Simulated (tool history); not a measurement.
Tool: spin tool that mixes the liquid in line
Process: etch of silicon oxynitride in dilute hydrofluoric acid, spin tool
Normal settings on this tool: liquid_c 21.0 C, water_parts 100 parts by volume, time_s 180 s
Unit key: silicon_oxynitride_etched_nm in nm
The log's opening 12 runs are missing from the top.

| run | hour | liquid_c | water_parts | time_s | read-back film thickness of the silicon oxynitride reference wafer, read on the same gauge (nm) | silicon_oxynitride_etched_nm |
|---|---|---|---|---|---|---|
| 13 | 156.5 | 23.5 | 100 | 215 | 129.976 | 4.145 |
|  | 163.8 | thermometer replaced |
| 14 | 166.2 | 23.5 | 140 | 110 | 129.982 | 1.485 |
| 15 | 181.8 | 17.5 | 100 | 80 | 129.993 | 1.168 |
|  | 186.8 | gauge calibrated |
| 16 | 194.5 | 21.0 | 100 | 180 | 130.008 | 3.104 |
| 17 | 202.4 | 22.5 | 120 | 180 | 129.990 | 2.722 |
| 18 | 215.4 | 21.0 | 100 | 180 | 129.999 | 3.096 |
| 19 | 224.2 | 19.0 | 135 | 220 | 129.985 | 2.486 |
| 20 | 239.6 | 21.0 | 100 | 180 | 129.998 | 3.082 |
| 21 | 256.2 | 21.0 | 100 | 180 | 130.005 | 3.059 |
| 22 | 268.4 | 25.5 | 65 | 115 | 129.995 | 3.915 |
| 23 | 279.8 | 23.0 | 100 | 130 | 130.001 | 2.472 |
|  | 291.3 | hydrofluoric acid flow meter replaced |
| 24 | 292.8 | 26.0 | 100 | 180 | 130.005 | 4.430 |
| 25 | 306.9 | 21.0 | 100 | 100 | 130.013 | 1.932 |
| 26 | 316.4 | 21.0 | 55 | 180 | 130.017 | 6.469 |
| 27 | 332.8 | 23.5 | 100 | 180 | 129.984 | 3.909 |
| 28 | 348.1 | 22.5 | 135 | 85 | 130.011 | 1.270 |
| 29 | 354.7 | 21.0 | 100 | 180 | 130.020 | 3.460 |
| 30 | 361.4 | 21.0 | 100 | 180 | 129.990 | 3.498 |
| 31 | 368.2 | 23.0 | 100 | 130 | 130.006 | 2.776 |
| 32 | 401.3 | 25.5 | 100 | 270 | 130.003 | 6.424 |
| 33 | 417.4 | 25.0 | 65 | 80 | 129.990 | 2.962 |
| 34 | 431.7 | 19.0 | 100 | 270 | 129.965 | 4.714 |

3 options for the next run, each taken on its own from the tool as it stands now. Forecast them:
| A | 432.2 | 21.0 | 100 | 180 | ? | ? |
| B | 432.2 | 21.0 | 115 | 230 | ? | ? |
| C | 432.2 | 21.0 | 145 | 180 | ? | ? |

| run | read-back film thickness of the silicon oxynitride reference wafer, read on the same gauge (nm) | silicon_oxynitride_etched_nm |
|---|---|---|
| A | 130.002 | 3.454 |
| B | 130.002 | 3.795 |
| C | 130.002 | 2.304 |
With the hidden condition removed and each run's random variation left untouched, the same runs would have given:
| run | silicon_oxynitride_etched_nm |
|---|---|
| A | 3.485 |
| B | 3.829 |
| C | 2.325 |

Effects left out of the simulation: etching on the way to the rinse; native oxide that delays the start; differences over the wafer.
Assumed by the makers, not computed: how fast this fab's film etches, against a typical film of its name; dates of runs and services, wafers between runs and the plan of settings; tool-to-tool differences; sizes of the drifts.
